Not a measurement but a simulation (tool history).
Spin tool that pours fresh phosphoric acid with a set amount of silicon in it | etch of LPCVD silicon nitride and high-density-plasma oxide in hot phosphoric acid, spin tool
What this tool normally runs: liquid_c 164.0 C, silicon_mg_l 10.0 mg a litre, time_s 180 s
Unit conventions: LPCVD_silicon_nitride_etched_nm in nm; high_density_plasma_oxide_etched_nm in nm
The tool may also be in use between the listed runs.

run	hour	liquid_c	silicon_mg_l	time_s	read-back film thickness of the LPCVD silicon nitride reference wafer, read on the same gauge (nm)	read-back film thickness of the high-density-plasma oxide reference wafer, read on the same gauge (nm)	LPCVD_silicon_nitride_etched_nm	high_density_plasma_oxide_etched_nm
1	0.0	164.0	5.0	105	49.97	130.003	9.97	0.242
2	7.7	161.5	10.0	180	50.03	129.994	16.00	0.322
3	21.2	161.5	10.0	180	50.02	130.014	15.58	0.331
4	33.9	165.5	10.0	145	50.00	130.012	14.48	0.448
5	41.7	164.0	6.5	180	49.98	130.048	17.13	0.458
# hour 84.7: heated supply line repaired
6	85.9	164.0	6.5	180	50.02	130.005	16.90	0.430
7	94.9	164.0	6.5	180	49.99	130.010	17.39	0.448
# hour 140.6: dissolved silicon flow meter replaced
8	147.4	162.0	10.0	180	50.00	130.022	15.95	0.373
9	156.0	163.0	10.0	275	49.99	130.004	25.39	0.582
10	166.2	162.0	3.0	210	50.00	130.015	18.59	0.520
# hour 177.1: thermometer replaced
11	177.7	164.0	10.0	180	49.97	130.045	17.22	0.418
12	190.3	162.0	6.0	245	50.01	129.987	22.16	0.547
13	202.0	164.0	10.0	105	50.00	129.977	10.10	0.260
14	219.8	164.0	3.5	180	50.03	130.000	17.11	0.537
# hour 222.1: gauge calibrated
15	236.2	164.0	10.0	180	50.03	129.992	17.10	0.417
16	247.7	165.0	10.0	270	50.01	130.025	26.51	0.723
17	265.0	166.0	14.5	110	49.98	130.002	11.08	0.252
18	279.1	161.5	10.0	180	49.98	129.970	15.56	0.385
19	294.9	164.0	10.0	180	49.99	129.997	17.50	0.391
20	311.4	167.0	10.0	180	50.01	130.019	18.84	0.585
21	328.3	164.0	10.0	240	49.95	129.965	22.61	0.493

Exercise: give the hidden state of the tool at every run:
liquid colder than its thermometer reads (K): 0 at every run
dissolved silicon flow below the setpoint (%): 0 at every run
temperature lost on the way to the wafer (K): 0 at every run
gauge reads high (%): 0 at every run
